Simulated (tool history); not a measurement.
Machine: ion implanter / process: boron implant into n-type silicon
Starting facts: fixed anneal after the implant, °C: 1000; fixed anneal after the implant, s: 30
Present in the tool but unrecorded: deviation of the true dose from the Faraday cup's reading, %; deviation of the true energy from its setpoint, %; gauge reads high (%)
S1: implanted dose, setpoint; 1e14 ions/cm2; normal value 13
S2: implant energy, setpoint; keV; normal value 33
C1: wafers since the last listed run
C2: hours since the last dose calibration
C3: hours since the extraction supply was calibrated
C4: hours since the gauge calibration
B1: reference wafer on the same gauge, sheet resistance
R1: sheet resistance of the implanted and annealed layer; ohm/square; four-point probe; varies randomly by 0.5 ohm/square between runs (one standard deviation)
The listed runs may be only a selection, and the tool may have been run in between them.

run	hour	S1	S2	C1	C2	C3	C4	B1	R1
1	0	11.15	40	0	1415	5263	1225.2	96.99	106.93
2	76.3	13	33	1611	1491.3	5339.3	1301.5	96.92	95.94
3	178.8	13.82	33	2165	1593.8	5441.8	1404	96.88	90.37
4	222.7	13.82	33	927	1637.7	5485.7	1447.9	97.01	90.57
5	298.3	13	33	1596	1713.3	5561.3	1523.5	96.72	95.21
6	386.2	16.08	39.5	1856	1801.2	5649.2	1611.4	96.73	79.44
7	471.9	16.08	39.5	1810	1886.9	5734.9	1697.1	96.81	79.5
8	577.7	16.08	39.5	2234	1992.7	5840.7	1802.9	96.92	79.33
9	616.3	13	33	815	2031.3	5879.3	1841.5	96.99	94.55
10	720.9	13	35.5	2209	2135.9	5983.9	1946.1	97.06	93.54
# hour 732.2: gauge calibrated
11	796.6	13	35.5	1599	2211.6	6059.6	64.4	96.98	94.09
12	835.2	13	33	815	2250.2	6098.2	103	96.83	94.29
13	933.7	13	33	2080	2348.7	6196.7	201.5	96.87	95.51
14	995.8	9.2	41	1311	2410.8	6258.8	263.6	96.93	123.59
# hour 1065.4: Faraday cup replaced and dose calibrated
15	1095.2	14.81	37	1930	29.8	6358.2	363	96.95	83.19
16	1137.9	13	33	901	72.5	6400.9	405.7	96.92	92.49
17	1218.1	15.36	33	1694	152.7	6481.1	485.9	96.93	81.22
18	1292.7	14.13	33	1575	227.3	6555.7	560.5	96.99	86.75
19	1355.4	14.02	43	1324	290	6618.4	623.2	97.02	85.62
# hour 1414.2: extraction supply calibrated
# hour 1419.9: Faraday cup replaced and dose calibrated, repeated, since the last time left the tool worse
20	1447.2	16.69	33	1649	27.3	33	715	97.02	79.94
21	1517.6	14.09	37.5	1487	97.7	103.4	785.4	96.92	90.15
22	1800	15.46	33	5965	380.1	385.8	1067.8	96.96	83.71
23	1870.9	10.74	25.5	1497	451	456.7	1138.7	96.85	113.69
24	1956.7	16.64	44	1812	536.8	542.5	1224.5	96.97	77.45
25	2024.4	13	33	1430	604.5	610.2	1292.2	96.85	95.74

Forecast each of these 3 alternatives for the next run:
A	2024.8	13	33	8	604.9	610.6	1292.6	?	?
B	2024.8	10.25	42.5	8	604.9	610.6	1292.6	?	?
C	2024.8	15.29	36	8	604.9	610.6	1292.6	?	?

run	B1	R1
A	96.8	95.31
B	96.8	114.08
C	96.8	83.27
Without the tool's unlogged condition, the same runs would have read:
run	R1
A	96.17
B	115.13
C	84.01
